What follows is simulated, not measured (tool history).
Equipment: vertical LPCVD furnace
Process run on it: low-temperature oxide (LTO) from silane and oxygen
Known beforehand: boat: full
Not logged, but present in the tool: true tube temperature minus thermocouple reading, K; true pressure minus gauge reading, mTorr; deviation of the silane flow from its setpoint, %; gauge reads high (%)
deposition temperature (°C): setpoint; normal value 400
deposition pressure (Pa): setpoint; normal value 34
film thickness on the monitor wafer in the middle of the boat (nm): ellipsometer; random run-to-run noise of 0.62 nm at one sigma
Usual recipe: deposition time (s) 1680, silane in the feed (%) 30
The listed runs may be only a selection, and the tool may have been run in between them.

run   hour  deposition temperature (°C)  deposition pressure (Pa)  deposition time (s)  silane in the feed (%)  wafers since the last listed run  hours since the last temperature calibration  hours since the pressure gauge was zeroed  hours since the silane flow controller was replaced  hours since the gauge calibration  read-back reference wafer on the same gauge, thickness  film thickness on the monitor wafer in the middle of the boat (nm)
  1      0                          400                        34                 2010                      29                                 0                                        1800.9                                     4089.1                                               2129.7                              626.5                                                  215.72                                                              235.47
  2   33.9                          400                      38.7                 2160                      30                               771                                        1834.8                                       4123                                               2163.6                              660.4                                                  216.08                                                              301.83
      40.2  -- gauge calibrated
  3     57                          400                      38.7                 2160                      30                               525                                        1857.9                                     4146.1                                               2186.7                               16.8                                                  211.44                                                              296.32
  4   91.3                          400                        34                 1680                      26                               780                                        1892.2                                     4180.4                                                 2221                               51.1                                                  211.56                                                              162.66
  5  157.1                          400                        34                 1680                      26                              1497                                          1958                                     4246.2                                               2286.8                              116.9                                                  212.11                                                              164.35
  6  176.9                          400                        34                 1680                      33                               450                                        1977.8                                       4266                                               2306.6                              136.7                                                  212.28                                                              233.67
  7  200.2                          400                        34                 1680                      33                               530                                        2001.1                                     4289.3                                               2329.9                                160                                                  212.47                                                              232.39
  8  228.9                          400                        34                 1680                      33                               652                                        2029.8                                       4318                                               2358.6                              188.7                                                  212.84                                                              234.73
  9  250.8                          397                        34                 1680                      30                               498                                        2051.7                                     4339.9                                               2380.5                              210.6                                                  212.83                                                              197.71
 10  284.1                          397                        34                 1680                      30                               757                                          2085                                     4373.2                                               2413.8                              243.9                                                  213.32                                                              196.28
 11  297.3                          397                        34                 1680                      30                               300                                        2098.2                                     4386.4                                                 2427                              257.1                                                  213.23                                                              197.06
 12  315.4                          400                        34                 1530                      30                               411                                        2116.3                                     4404.5                                               2445.1                              275.2                                                  213.53                                                              187.64
 13  348.3                          400                      37.3                 1680                      30                               748                                        2149.2                                     4437.4                                                 2478                              308.1                                                  213.79                                                              224.96
 14  383.9                          400                      37.3                 1680                      30                               809                                        2184.8                                       4473                                               2513.6                              343.7                                                   213.9                                                              224.04
 15  404.1                          400                        34                 1680                      30                               459                                          2205                                     4493.2                                               2533.8                              363.9                                                  214.21                                                              206.88
     451.7  -- pressure gauge zeroed
 16  497.6                          400                        34                 1680                      30                              1581                                        2298.5                                       45.9                                               2627.3                              457.4                                                  214.89                                                              206.69
 17  525.5                          400                        34                 1680                      30                               634                                        2326.4                                       73.8                                               2655.2                              485.3                                                  215.23                                                               207.6
       598  -- gauge calibrated
     618.9  -- silane flow controller replaced
     639.5  -- thermocouples replaced and temperature profile calibrated
 18    640                          403                      37.3                 1680                      34                              1589                                           0.5                                      188.3                                                 21.1                                 42                                                  211.61                                                              273.91
 19  643.3                          400                        34                 2100                      26                                75                                           3.8                                      191.6                                                 24.4                               45.3                                                  211.71                                                               203.9
 20  651.5                          400                        28                 1680                      26                               186                                            12                                      199.8                                                 32.6                               53.5                                                  211.78                                                              134.51
 21  669.3                          405                        38                 1950                      27                               404                                          29.8                                      217.6                                                 50.4                               71.3                                                  211.97                                                              239.61
 22  699.8                          400                      41.3                 1680                      30                               693                                          60.3                                      248.1                                                 80.9                              101.8                                                  211.88                                                              249.11
 23  735.3                          400                        34                 2010                      30                               807                                          95.8                                      283.6                                                116.4                              137.3                                                  212.38                                                              243.78
 24  751.6                          400                        34                 1950                      26                               370                                         112.1                                      299.9                                                132.7                              153.6                                                  212.44                                                              190.54
 25  778.7                          391                      40.7                 1680                      32                               616                                         139.2                                        327                                                159.8                              180.7                                                  212.72                                                              240.71

What will run 26 give?
 26   809                          411                        30                 1290                      26                               689                                         169.5                                      357.3                                                190.1                                211                                                       ?                                                                   ?

read-back reference wafer on the same gauge, thickness: 212.98
film thickness on the monitor wafer in the middle of the boat (nm): 126.76
Were there no unlogged condition in the tool, this run, its random variation unchanged, would have produced film thickness on the monitor wafer in the middle of the boat (nm) 125.57.

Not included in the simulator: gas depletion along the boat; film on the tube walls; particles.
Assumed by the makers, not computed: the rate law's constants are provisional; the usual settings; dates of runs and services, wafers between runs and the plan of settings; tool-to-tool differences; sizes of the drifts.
